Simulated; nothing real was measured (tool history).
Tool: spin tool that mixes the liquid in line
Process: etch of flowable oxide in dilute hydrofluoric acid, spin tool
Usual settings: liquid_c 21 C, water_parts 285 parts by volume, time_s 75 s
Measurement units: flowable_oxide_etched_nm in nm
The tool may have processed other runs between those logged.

run   hour  liquid_c  water_parts  time_s  wafers since the last listed run  hours since the thermometer was replaced  hours since the hydrofluoric acid flow meter was replaced  hours since the gauge calibration  read-back film thickness of the flowable oxide reference wafer, read on the same gauge (nm)  flowable_oxide_etched_nm
  1      0        21          185      85                                 0                                     939.6                                                     1063.6                                7.1                                                                                        30.01                     11.94
  2   31.1        21          285      75                               483                                     970.7                                                     1094.7                               38.2                                                                                        30.01                      6.19
  3   56.1        21          285      75                               388                                     995.7                                                     1119.7                               63.2                                                                                        29.98                       6.2
  4  127.9        21          285      75                              1115                                    1067.5                                                     1191.5                                135                                                                                        29.87                      6.14
  5    162        21          285      75                               529                                    1101.6                                                     1225.6                              169.1                                                                                        29.86                      6.15
  6  179.3        21          285      75                               268                                    1118.9                                                     1242.9                              186.4                                                                                        29.82                      6.12
  7  199.2        23          285      75                               309                                    1138.8                                                     1262.8                              206.3                                                                                        29.78                      6.61
  8    221        21          285      75                               338                                    1160.6                                                     1284.6                              228.1                                                                                        29.77                      6.14
  9  250.1      18.5          285      75                               452                                    1189.7                                                     1313.7                              257.2                                                                                        29.74                      5.58
     292.8  -- gauge calibrated
 10    318        21          285      75                              1055                                    1257.6                                                     1381.6                               25.2                                                                                           30                      6.13
 11  331.1        21          285      75                               203                                    1270.7                                                     1394.7                               38.3                                                                                        29.94                      6.17
 12    345        21          285      75                               216                                    1284.6                                                     1408.6                               52.2                                                                                        29.91                      6.14
 13  359.4        21          285      75                               223                                      1299                                                       1423                               66.6                                                                                         29.9                      6.15
 14  373.2      22.5          285      75                               214                                    1312.8                                                     1436.8                               80.4                                                                                         29.9                      6.49
 15  397.6        21          175      60                               379                                    1337.2                                                     1461.2                              104.8                                                                                        29.89                      8.91
 16  423.9        24          225      60                               408                                    1363.5                                                     1487.5                              131.1                                                                                         29.8                      7.33
 17  443.9      23.5          410      65                               310                                    1383.5                                                     1507.5                              151.1                                                                                        29.77                      3.59
 18  460.2      23.5          410      65                               253                                    1399.8                                                     1523.8                              167.4                                                                                        29.76                      3.62
 19  476.2        17          285     110                               248                                    1415.8                                                     1539.8                              183.4                                                                                        29.71                      7.76
     495.1  -- hydrofluoric acid flow meter replaced
 20  501.8        21          175     105                               382                                    1441.4                                                        6.7                                209                                                                                        29.72                     15.54
 21  524.1        17          350      55                               346                                    1463.7                                                         29                              231.3                                                                                        29.68                      2.97
     539.8  -- thermometer replaced
 22  540.7        21          285      75                               242                                       0.9                                                       45.6                              247.9                                                                                        29.69                      6.09
 23  576.3        19          285      50                               553                                      36.5                                                       81.2                              283.5                                                                                        29.62                      3.76
 24  598.2        21          385     115                               340                                      58.4                                                      103.1                              305.4                                                                                        29.61                      6.33
 25  620.3        21          200      40                               343                                      80.5                                                      125.2                              327.5                                                                                        29.61                      5.04
 26  636.6        26          285      60                               253                                      96.8                                                      141.5                              343.8                                                                                        29.58                      5.81
 27  656.4      23.5          235     105                               307                                     116.6                                                      161.3                              363.6                                                                                        29.54                      11.8
     669.1  -- gauge calibrated
 28  680.8      23.5          385      35                               379                                       141                                                      185.7                               11.7                                                                                        30.03                      2.13

Exercise: give the hidden state of the tool at every run:
liquid hotter than its thermometer reads (K): 0 at every run
hydrofluoric acid flow above the setpoint (%): 0 at every run
H1: gauge reads high (%)
run       H1
  1    0.147
  2   0.0229
  3  -0.0771
  4   -0.364
  5   -0.501
  6    -0.57
  7    -0.65
  8   -0.737
  9   -0.853
 10   -0.168
 11   -0.221
 12   -0.276
 13   -0.334
 14   -0.389
 15   -0.487
 16   -0.592
 17   -0.672
 18   -0.737
 19   -0.801
 20   -0.903
 21   -0.993
 22    -1.06
 23     -1.2
 24    -1.29
 25    -1.38
 26    -1.44
 27    -1.52
 28    0.159
